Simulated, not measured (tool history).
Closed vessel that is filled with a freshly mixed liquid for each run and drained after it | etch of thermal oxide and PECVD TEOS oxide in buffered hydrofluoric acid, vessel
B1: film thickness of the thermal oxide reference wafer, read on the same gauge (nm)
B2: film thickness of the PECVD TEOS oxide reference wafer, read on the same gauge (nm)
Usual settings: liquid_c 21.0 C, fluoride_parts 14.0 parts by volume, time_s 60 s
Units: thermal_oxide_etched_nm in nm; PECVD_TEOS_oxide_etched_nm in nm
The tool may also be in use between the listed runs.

Run 1, hour 0.0: usual settings; B1 120.01; B2 59.98. Result: thermal_oxide_etched_nm 42.98 nm, PECVD_TEOS_oxide_etched_nm 88.34 nm.
Run 2, hour 7.4: usual settings; B1 119.99; B2 60.00. Result: thermal_oxide_etched_nm 43.02 nm, PECVD_TEOS_oxide_etched_nm 88.96 nm.
Run 3, hour 14.2: usual settings; B1 119.99; B2 59.99. Result: thermal_oxide_etched_nm 43.82 nm, PECVD_TEOS_oxide_etched_nm 88.49 nm.
Run 4, hour 28.9: usual settings; B1 120.00; B2 60.00. Result: thermal_oxide_etched_nm 43.13 nm, PECVD_TEOS_oxide_etched_nm 88.61 nm.
Run 5, hour 44.1: usual settings; B1 120.00; B2 60.00. Result: thermal_oxide_etched_nm 42.63 nm, PECVD_TEOS_oxide_etched_nm 87.84 nm.
Run 6, hour 55.1: usual settings but time_s 35 s; B1 119.99; B2 59.98. Result: thermal_oxide_etched_nm 24.74 nm, PECVD_TEOS_oxide_etched_nm 51.70 nm.
Run 7, hour 63.2: usual settings; B1 120.02; B2 60.01. Result: thermal_oxide_etched_nm 43.24 nm, PECVD_TEOS_oxide_etched_nm 88.49 nm.
Run 8, hour 81.6: usual settings; B1 120.00; B2 60.01. Result: thermal_oxide_etched_nm 43.44 nm, PECVD_TEOS_oxide_etched_nm 88.66 nm.
At hour 84.3: thermometer replaced.
Run 9, hour 89.8: usual settings; B1 120.01; B2 59.99. Result: thermal_oxide_etched_nm 42.65 nm, PECVD_TEOS_oxide_etched_nm 88.69 nm.
Run 10, hour 97.7: usual settings; B1 120.02; B2 59.98. Result: thermal_oxide_etched_nm 43.57 nm, PECVD_TEOS_oxide_etched_nm 88.34 nm.
At hour 100.8: hydrofluoric acid flow meter replaced.
Run 11, hour 106.7: usual settings; B1 120.00; B2 59.98. Result: thermal_oxide_etched_nm 42.96 nm, PECVD_TEOS_oxide_etched_nm 88.85 nm.
Run 12, hour 114.3: usual settings but time_s 30 s; B1 120.00; B2 59.99. Result: thermal_oxide_etched_nm 21.44 nm, PECVD_TEOS_oxide_etched_nm 44.28 nm.
At hour 121.3: gauge calibrated.
Run 13, hour 139.2: usual settings but time_s 90 s; B1 119.99; B2 60.00. Result: thermal_oxide_etched_nm 64.87 nm, PECVD_TEOS_oxide_etched_nm 133.43 nm.
Run 14, hour 154.4: usual settings but fluoride_parts 12.0 parts by volume; B1 120.00; B2 59.99. Result: thermal_oxide_etched_nm 49.87 nm, PECVD_TEOS_oxide_etched_nm 103.25 nm.
Run 15, hour 161.0: usual settings but fluoride_parts 18.5 parts by volume; B1 120.01; B2 60.02. Result: thermal_oxide_etched_nm 32.31 nm, PECVD_TEOS_oxide_etched_nm 67.39 nm.
Run 16, hour 171.0: usual settings but liquid_c 19.0 C, fluoride_parts 18.0 parts by volume; B1 120.01; B2 60.02. Result: thermal_oxide_etched_nm 29.88 nm, PECVD_TEOS_oxide_etched_nm 61.98 nm.
Run 17, hour 183.2: usual settings but fluoride_parts 18.0 parts by volume, time_s 80 s; B1 119.99; B2 59.99. Result: thermal_oxide_etched_nm 44.46 nm, PECVD_TEOS_oxide_etched_nm 91.87 nm.
Run 18, hour 195.1: usual settings but time_s 90 s; B1 119.99; B2 59.99. Result: thermal_oxide_etched_nm 63.91 nm, PECVD_TEOS_oxide_etched_nm 132.71 nm.
Run 19, hour 210.1: usual settings but time_s 50 s; B1 119.99; B2 59.99. Result: thermal_oxide_etched_nm 36.08 nm, PECVD_TEOS_oxide_etched_nm 73.83 nm.

The tool's hidden state at each run:
liquid colder than its thermometer reads (K): 0 in every run
hydrofluoric acid flow below the setpoint (%): 0 in every run
gauge reads high (%): 0 in every run

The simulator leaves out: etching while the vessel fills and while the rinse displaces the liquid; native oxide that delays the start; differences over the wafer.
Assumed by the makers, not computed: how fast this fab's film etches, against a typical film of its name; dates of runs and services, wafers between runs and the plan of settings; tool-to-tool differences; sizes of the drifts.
